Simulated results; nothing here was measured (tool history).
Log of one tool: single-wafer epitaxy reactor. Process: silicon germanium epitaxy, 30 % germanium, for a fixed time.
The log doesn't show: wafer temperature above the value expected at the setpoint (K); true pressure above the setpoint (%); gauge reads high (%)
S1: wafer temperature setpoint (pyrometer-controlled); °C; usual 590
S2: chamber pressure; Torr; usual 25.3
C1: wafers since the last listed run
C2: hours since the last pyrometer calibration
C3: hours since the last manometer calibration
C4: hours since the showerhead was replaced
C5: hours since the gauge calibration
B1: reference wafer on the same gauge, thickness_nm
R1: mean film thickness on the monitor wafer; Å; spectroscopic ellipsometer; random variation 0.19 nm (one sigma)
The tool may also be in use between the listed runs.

| run | hour | S1 | S2 | C1 | C2 | C3 | C4 | C5 | B1 | R1 |
|---|---|---|---|---|---|---|---|---|---|---|
| 1 | 0.0 | 590 | 25.3 | 0 | 1752.8 | 1181.8 | 8058.5 | 143.9 | 58.328 | 546.90 |
| 2 | 7.5 | 590 | 25.3 | 191 | 1760.3 | 1189.3 | 8066.0 | 151.4 | 58.247 | 546.68 |
| 3 | 13.7 | 590 | 25.3 | 158 | 1766.5 | 1195.5 | 8072.2 | 157.6 | 58.346 | 546.39 |
| 4 | 29.1 | 590 | 25.3 | 393 | 1781.9 | 1210.9 | 8087.6 | 173.0 | 58.160 | 551.31 |
| 5 | 40.4 | 590 | 25.3 | 288 | 1793.2 | 1222.2 | 8098.9 | 184.3 | 58.275 | 548.98 |
| 6 | 55.7 | 590 | 25.3 | 390 | 1808.5 | 1237.5 | 8114.2 | 199.6 | 58.295 | 549.77 |
| 7 | 73.3 | 590 | 25.3 | 449 | 1826.1 | 1255.1 | 8131.8 | 217.2 | 58.251 | 549.63 |
| 8 | 83.8 | 590 | 23.9 | 268 | 1836.6 | 1265.6 | 8142.3 | 227.7 | 58.341 | 542.58 |
| 9 | 101.7 | 590 | 23.9 | 457 | 1854.5 | 1283.5 | 8160.2 | 245.6 | 58.287 | 542.94 |
| 10 | 114.9 | 590 | 23.9 | 337 | 1867.7 | 1296.7 | 8173.4 | 258.8 | 58.329 | 539.82 |
| 11 | 123.5 | 590 | 25.3 | 219 | 1876.3 | 1305.3 | 8182.0 | 267.4 | 58.160 | 549.94 |
| 12 | 132.1 | 582 | 25.3 | 219 | 1884.9 | 1313.9 | 8190.6 | 276.0 | 58.295 | 480.63 |
| 13 | 144.7 | 582 | 25.3 | 321 | 1897.5 | 1326.5 | 8203.2 | 288.6 | 58.326 | 478.57 |
| 14 | 162.4 | 590 | 25.3 | 452 | 1915.2 | 1344.2 | 8220.9 | 306.3 | 58.321 | 551.28 |
| 15 | 178.5 | 590 | 25.3 | 411 | 1931.3 | 1360.3 | 8237.0 | 322.4 | 58.366 | 548.21 |
|  | 189.2 | showerhead replaced |
| 16 | 189.7 | 590 | 22.6 | 81 | 1942.5 | 1371.5 | 0.5 | 333.6 | 58.309 | 535.65 |
| 17 | 198.0 | 590 | 22.6 | 212 | 1950.8 | 1379.8 | 8.8 | 341.9 | 58.250 | 535.19 |
| 18 | 213.6 | 582 | 28.5 | 398 | 1966.4 | 1395.4 | 24.4 | 357.5 | 58.433 | 498.60 |
| 19 | 233.0 | 579 | 19.3 | 495 | 1985.8 | 1414.8 | 43.8 | 376.9 | 58.266 | 431.67 |
| 20 | 242.0 | 580 | 19.8 | 229 | 1994.8 | 1423.8 | 52.8 | 385.9 | 58.388 | 439.40 |
| 21 | 259.4 | 576 | 19.4 | 444 | 2012.2 | 1441.2 | 70.2 | 403.3 | 58.356 | 411.25 |
| 22 | 272.4 | 596 | 23.0 | 332 | 2025.2 | 1454.2 | 83.2 | 416.3 | 58.312 | 594.57 |
| 23 | 286.4 | 598 | 28.9 | 357 | 2039.2 | 1468.2 | 97.2 | 430.3 | 58.260 | 651.92 |
| 24 | 292.4 | 599 | 27.2 | 153 | 2045.2 | 1474.2 | 103.2 | 436.3 | 58.284 | 653.83 |
|  | 302.8 | pyrometer calibrated |
| 25 | 305.1 | 596 | 22.7 | 120 | 2.3 | 1486.9 | 115.9 | 449.0 | 58.331 | 555.53 |
| 26 | 313.2 | 598 | 25.3 | 206 | 10.4 | 1495.0 | 124.0 | 457.1 | 58.390 | 588.39 |
|  | 320.3 | gauge calibrated |
| 27 | 326.0 | 586 | 27.7 | 327 | 23.2 | 1507.8 | 136.8 | 5.7 | 58.356 | 496.36 |
|  | 334.0 | capacitance manometer re-zeroed and calibrated |
| 28 | 340.5 | 601 | 22.5 | 166 | 37.7 | 6.5 | 151.3 | 20.2 | 58.396 | 600.52 |
| 29 | 357.7 | 604 | 25.3 | 439 | 54.9 | 23.7 | 168.5 | 37.4 | 58.290 | 649.33 |
| 30 | 371.1 | 579 | 31.4 | 342 | 68.3 | 37.1 | 181.9 | 50.8 | 58.376 | 455.46 |
| 31 | 380.7 | 576 | 23.3 | 245 | 77.9 | 46.7 | 191.5 | 60.4 | 58.239 | 402.26 |
| 32 | 389.2 | 590 | 25.3 | 217 | 86.4 | 55.2 | 200.0 | 68.9 | 58.238 | 519.74 |
| 33 | 396.7 | 590 | 25.3 | 191 | 93.9 | 62.7 | 207.5 | 76.4 | 58.307 | 517.59 |
| 34 | 404.8 | 590 | 25.3 | 206 | 102.0 | 70.8 | 215.6 | 84.5 | 58.315 | 519.48 |
| 35 | 413.1 | 598 | 21.7 | 212 | 110.3 | 79.1 | 223.9 | 92.8 | 58.258 | 565.99 |
| 36 | 430.6 | 599 | 27.2 | 447 | 127.8 | 96.6 | 241.4 | 110.3 | 58.237 | 613.11 |

Forecast each of these 3 alternatives for the next run:
| A | 431.0 | 590 | 25.3 | 10 | 128.2 | 97.0 | 241.8 | 110.7 | ? | ? |
| B | 431.0 | 590 | 27.3 | 10 | 128.2 | 97.0 | 241.8 | 110.7 | ? | ? |
| C | 431.0 | 578 | 29.2 | 10 | 128.2 | 97.0 | 241.8 | 110.7 | ? | ? |

| run | B1 | R1 |
|---|---|---|
| A | 58.273 | 517.92 |
| B | 58.273 | 528.33 |
| C | 58.273 | 440.78 |
Without the tool's hidden state the same runs would have given:
| run | R1 |
|---|---|
| A | 505.35 |
| B | 515.52 |
| C | 429.82 |
